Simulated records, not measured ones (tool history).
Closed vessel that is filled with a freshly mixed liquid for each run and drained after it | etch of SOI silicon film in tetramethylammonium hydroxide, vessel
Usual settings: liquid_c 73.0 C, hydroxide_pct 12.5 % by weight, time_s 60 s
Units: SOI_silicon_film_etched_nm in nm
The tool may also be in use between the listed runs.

run,hour,liquid_c,hydroxide_pct,time_s,"read-back film thickness of the SOI silicon film reference wafer, read on the same gauge (nm)",SOI_silicon_film_etched_nm
1,0.0,73.0,11.0,60,59.99,493.25
2,12.9,73.0,11.0,60,60.01,486.08
3,27.7,73.0,11.0,60,60.00,489.62
4,35.9,73.0,12.5,60,60.01,464.80
5,45.5,73.0,12.5,60,60.00,463.67
6,54.7,73.0,12.5,60,60.01,462.10
7,68.6,73.0,12.5,60,60.01,465.44
8,118.2,73.0,12.5,60,60.01,467.66
# hour 127.2: gauge calibrated
9,133.8,73.0,10.0,60,59.98,497.84
10,182.4,73.0,10.0,60,59.99,497.95
11,198.6,73.0,10.0,60,59.98,502.80
12,207.8,78.5,12.5,60,60.01,632.76
# hour 221.1: thermometer replaced
13,223.0,73.0,12.5,60,60.00,496.10
14,230.3,76.5,12.5,60,59.99,595.54
15,248.1,73.0,12.5,60,59.98,488.15
16,265.7,73.0,12.5,60,60.02,489.73
17,271.8,73.0,10.0,60,59.98,525.20
18,289.2,73.0,12.5,60,60.04,483.72
19,297.0,73.0,15.5,30,59.99,222.32
20,311.9,73.0,9.0,60,60.00,551.56
21,326.9,66.0,9.5,30,60.01,178.15
22,341.5,70.5,13.5,60,59.99,399.07
23,347.7,76.5,10.5,45,60.01,475.72
# hour 349.9: hydroxide flow meter replaced
24,365.5,80.5,15.0,90,59.98,1009.06
25,381.4,73.0,12.5,50,60.01,403.16
26,390.8,65.5,12.5,50,60.00,260.36
27,407.8,73.0,12.5,60,60.02,482.23
28,415.1,73.0,12.5,60,60.00,487.05
29,424.3,73.0,12.5,60,60.00,486.48
30,432.2,75.5,12.5,60,59.96,558.21
31,438.4,80.5,11.0,60,59.97,767.80
32,447.6,69.0,15.0,30,60.02,175.01
# hour 453.2: gauge calibrated
33,458.4,73.0,16.0,60,60.00,431.28
34,473.4,73.0,12.5,60,59.99,478.64

4 options for the next run, each taken on its own from the tool as it stands now. Forecast them:
A,474.1,70.0,12.5,60,?,?
B,474.1,76.0,9.0,90,?,?
C,474.1,73.0,10.5,60,?,?
D,474.1,73.0,8.5,30,?,?

run,"read-back film thickness of the SOI silicon film reference wafer, read on the same gauge (nm)",SOI_silicon_film_etched_nm
A,60.03,399.71
B,60.03,960.02
C,60.03,508.92
D,60.03,274.90
Stripped of hidden state, with their random variation kept, the same runs would have yielded:
run,SOI_silicon_film_etched_nm
A,408.50
B,980.40
C,519.91
D,280.84
